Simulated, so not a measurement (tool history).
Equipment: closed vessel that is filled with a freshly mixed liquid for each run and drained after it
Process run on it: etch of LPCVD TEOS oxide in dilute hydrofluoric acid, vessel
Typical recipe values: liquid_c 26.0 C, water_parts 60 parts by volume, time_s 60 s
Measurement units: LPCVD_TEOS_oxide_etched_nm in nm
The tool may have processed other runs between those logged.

run,hour,liquid_c,water_parts,time_s,"read-back film thickness of the LPCVD TEOS oxide reference wafer, read on the same gauge (nm)",LPCVD_TEOS_oxide_etched_nm
1,0.0,26.0,60,60,140.04,28.62
2,71.0,26.0,60,60,139.98,28.28
3,147.8,26.0,40,60,140.01,43.52
# hour 182.1: hydrofluoric acid flow meter replaced
4,253.2,26.0,60,60,140.00,30.73
5,357.8,26.0,60,60,140.00,29.96
6,417.3,26.0,60,60,140.01,29.94
7,498.2,26.0,60,60,140.00,29.41
8,558.1,26.0,60,60,140.03,29.19
9,648.9,26.0,50,60,140.02,35.21
10,727.7,26.0,50,60,140.00,35.04
11,771.1,26.0,60,35,139.99,16.35
12,842.7,26.0,60,35,139.96,16.27
13,922.0,29.0,60,60,139.93,30.84
14,995.1,29.0,60,60,139.96,30.75
# hour 1036.7: hydrofluoric acid flow meter replaced
15,1085.5,29.0,60,60,139.97,34.36
16,1131.0,26.0,60,60,139.97,30.05
17,1201.4,26.0,60,60,139.95,29.62
# hour 1244.9: gauge calibrated
18,1284.6,26.0,60,60,140.01,29.83
19,1382.3,24.0,75,85,139.96,30.05
20,1468.4,22.0,70,70,139.97,24.45
# hour 1491.4: thermometer replaced
21,1517.4,26.0,45,85,140.01,55.63
22,1605.7,22.0,35,90,139.98,63.96
23,1666.0,23.0,45,70,140.03,39.58
24,1754.7,29.5,30,40,139.96,45.17
25,1803.1,24.0,50,85,139.97,43.50
26,1869.3,26.0,60,60,139.97,26.62
# hour 1896.2: hydrofluoric acid flow meter replaced
27,1959.2,26.0,60,60,140.01,30.52
28,2019.6,26.0,60,45,140.00,22.80
29,2090.6,22.5,60,70,139.99,29.97
30,2169.5,26.0,60,60,140.00,29.34

Forecast each of these 4 alternatives for the next run:
A,2170.2,22.0,60,60,?,?
B,2170.2,26.0,70,85,?,?
C,2170.2,28.5,70,30,?,?
D,2170.2,24.0,60,35,?,?

run,"read-back film thickness of the LPCVD TEOS oxide reference wafer, read on the same gauge (nm)",LPCVD_TEOS_oxide_etched_nm
A,140.01,25.24
B,140.01,35.56
C,140.01,13.85
D,140.01,15.98
What these runs would have given with no unlogged condition in the tool:
run,LPCVD_TEOS_oxide_etched_nm
A,26.53
B,37.41
C,14.57
D,16.80
